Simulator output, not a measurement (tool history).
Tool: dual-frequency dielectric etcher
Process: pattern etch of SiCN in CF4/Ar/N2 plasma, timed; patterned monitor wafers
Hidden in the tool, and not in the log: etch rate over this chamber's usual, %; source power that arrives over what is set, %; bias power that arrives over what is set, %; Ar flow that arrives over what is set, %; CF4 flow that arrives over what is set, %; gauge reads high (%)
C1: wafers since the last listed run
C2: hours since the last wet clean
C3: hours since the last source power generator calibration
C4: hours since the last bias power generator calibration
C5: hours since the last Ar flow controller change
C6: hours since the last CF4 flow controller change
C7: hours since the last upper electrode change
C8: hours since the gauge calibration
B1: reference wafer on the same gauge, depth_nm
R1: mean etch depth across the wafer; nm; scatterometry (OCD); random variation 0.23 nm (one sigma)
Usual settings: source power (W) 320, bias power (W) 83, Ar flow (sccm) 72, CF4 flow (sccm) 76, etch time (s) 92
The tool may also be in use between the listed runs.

Run 1, hour 0: usual settings but CF4 flow (sccm) 81; C1 0; C2 283; C3 1951.7; C4 2481.2; C5 1851.6; C6 127.1; C7 0.5; C8 917.7; B1 71.1. Result: R1 63.9 nm.
Run 2, hour 0.4: usual settings but etch time (s) 105; C1 5; C2 283.4; C3 1952.1; C4 2481.6; C5 1852; C6 127.5; C7 0.9; C8 918.1; B1 71.2. Result: R1 71.8 nm.
Run 3, hour 14.7: usual settings but Ar flow (sccm) 57; C1 192; C2 297.7; C3 1966.4; C4 2495.9; C5 1866.3; C6 141.8; C7 15.2; C8 932.4; B1 71.1. Result: R1 64.9 nm.
Run 4, hour 26.8: usual settings but source power (W) 290; C1 163; C2 309.8; C3 1978.5; C4 2508; C5 1878.4; C6 153.9; C7 27.3; C8 944.5; B1 71.1. Result: R1 56.9 nm.
Run 5, hour 58.4: usual settings but CF4 flow (sccm) 61; C1 425; C2 341.4; C3 2010.1; C4 2539.6; C5 1910; C6 185.5; C7 58.9; C8 976.1; B1 71.3. Result: R1 61.9 nm.
Run 6, hour 84.6: usual settings; C1 353; C2 367.6; C3 2036.3; C4 2565.8; C5 1936.2; C6 211.7; C7 85.1; C8 1002.3; B1 71.2. Result: R1 63.4 nm.
Run 7, hour 113.9: usual settings but etch time (s) 65; C1 394; C2 396.9; C3 2065.6; C4 2595.1; C5 1965.5; C6 241; C7 114.4; C8 1031.6; B1 71.1. Result: R1 44.9 nm.
Run 8, hour 139: usual settings but bias power (W) 77; C1 338; C2 422; C3 2090.7; C4 2620.2; C5 1990.6; C6 266.1; C7 139.5; C8 1056.7; B1 71.1. Result: R1 61.3 nm.
Run 9, hour 160: usual settings but bias power (W) 99, etch time (s) 77; C1 282; C2 443; C3 2111.7; C4 2641.2; C5 2011.6; C6 287.1; C7 160.5; C8 1077.7; B1 71.3. Result: R1 57.3 nm.
Run 10, hour 185.2: usual settings but source power (W) 250, bias power (W) 73, Ar flow (sccm) 62, etch time (s) 100; C1 339; C2 468.2; C3 2136.9; C4 2666.4; C5 2036.8; C6 312.3; C7 185.7; C8 1102.9; B1 71. Result: R1 50.7 nm.
At hour 218.1: wet clean of the chamber.
Run 11, hour 218.6: usual settings; C1 126; C2 0.5; C3 2170.3; C4 2699.8; C5 2070.2; C6 345.7; C7 219.1; C8 1136.3; B1 71.2. Result: R1 64.1 nm.
At hour 234: Ar flow controller replaced.
At hour 235.5: bias power generator calibrated.
Run 12, hour 240.7: usual settings but source power (W) 290, Ar flow (sccm) 80, etch time (s) 109.5; C1 196; C2 22.6; C3 2192.4; C4 5.2; C5 6.7; C6 367.8; C7 241.2; C8 1158.4; B1 71.1. Result: R1 67.1 nm.
At hour 249.4: gauge calibrated.
At hour 264.4: source power generator calibrated.
Run 13, hour 264.9: usual settings but etch time (s) 86; C1 272; C2 46.8; C3 0.5; C4 29.4; C5 30.9; C6 392; C7 265.4; C8 15.5; B1 71.1. Result: R1 57 nm.
Run 14, hour 281.8: usual settings but source power (W) 260, bias power (W) 89, CF4 flow (sccm) 58, etch time (s) 74; C1 227; C2 63.7; C3 17.4; C4 46.3; C5 47.8; C6 408.9; C7 282.3; C8 32.4; B1 71.1. Result: R1 39 nm.
Run 15, hour 300.2: usual settings but source power (W) 360, bias power (W) 64, CF4 flow (sccm) 62, etch time (s) 79.5; C1 247; C2 82.1; C3 35.8; C4 64.7; C5 66.2; C6 427.3; C7 300.7; C8 50.8; B1 71. Result: R1 50.9 nm.
Run 16, hour 313.2: usual settings but bias power (W) 96; C1 175; C2 95.1; C3 48.8; C4 77.7; C5 79.2; C6 440.3; C7 313.7; C8 63.8; B1 71.1. Result: R1 65.6 nm.
Run 17, hour 335.5: usual settings but etch time (s) 104; C1 300; C2 117.4; C3 71.1; C4 100; C5 101.5; C6 462.6; C7 336; C8 86.1; B1 71.1. Result: R1 69.2 nm.
Run 18, hour 370.1: usual settings; C1 466; C2 152; C3 105.7; C4 134.6; C5 136.1; C6 497.2; C7 370.6; C8 120.7; B1 71.1. Result: R1 61 nm.
Run 19, hour 385.4: usual settings but etch time (s) 104; C1 206; C2 167.3; C3 121; C4 149.9; C5 151.4; C6 512.5; C7 385.9; C8 136; B1 71.1. Result: R1 69.4 nm.
Run 20, hour 411.6: usual settings but Ar flow (sccm) 60, etch time (s) 66.5; C1 353; C2 193.5; C3 147.2; C4 176.1; C5 177.6; C6 538.7; C7 412.1; C8 162.2; B1 71.2. Result: R1 44.9 nm.
Run 21, hour 427.5: usual settings but bias power (W) 68, Ar flow (sccm) 67, CF4 flow (sccm) 95, etch time (s) 76.5; C1 214; C2 209.4; C3 163.1; C4 192; C5 193.5; C6 554.6; C7 428; C8 178.1; B1 71. Result: R1 48.1 nm.
Run 22, hour 462.4: usual settings but CF4 flow (sccm) 90, etch time (s) 99.5; C1 470; C2 244.3; C3 198; C4 226.9; C5 228.4; C6 589.5; C7 462.9; C8 213; B1 71.3. Result: R1 68 nm.

How the hidden state differs across the entries between the runs, from the last listed run before each to the first after it:
Between runs 10 and 11: wet clean of the chamber (hour 218.1)
  source power that arrives over what is set, %: 3.88 -> 3.95
  measured less the result without the state, R1: +2 -> +2.6 nm
Between runs 11 and 12: Ar flow controller replaced (hour 234); bias power generator calibrated (hour 235.5)
  source power that arrives over what is set, %: 3.95 -> 3.99
  measured less the result without the state, R1: +2.6 -> +2.7 nm
Between runs 12 and 13: gauge calibrated (hour 249.4); source power generator calibrated (hour 264.4)
  source power that arrives over what is set, %: 3.99 -> -0.182
  measured less the result without the state, R1: +2.7 -> -0.1 nm
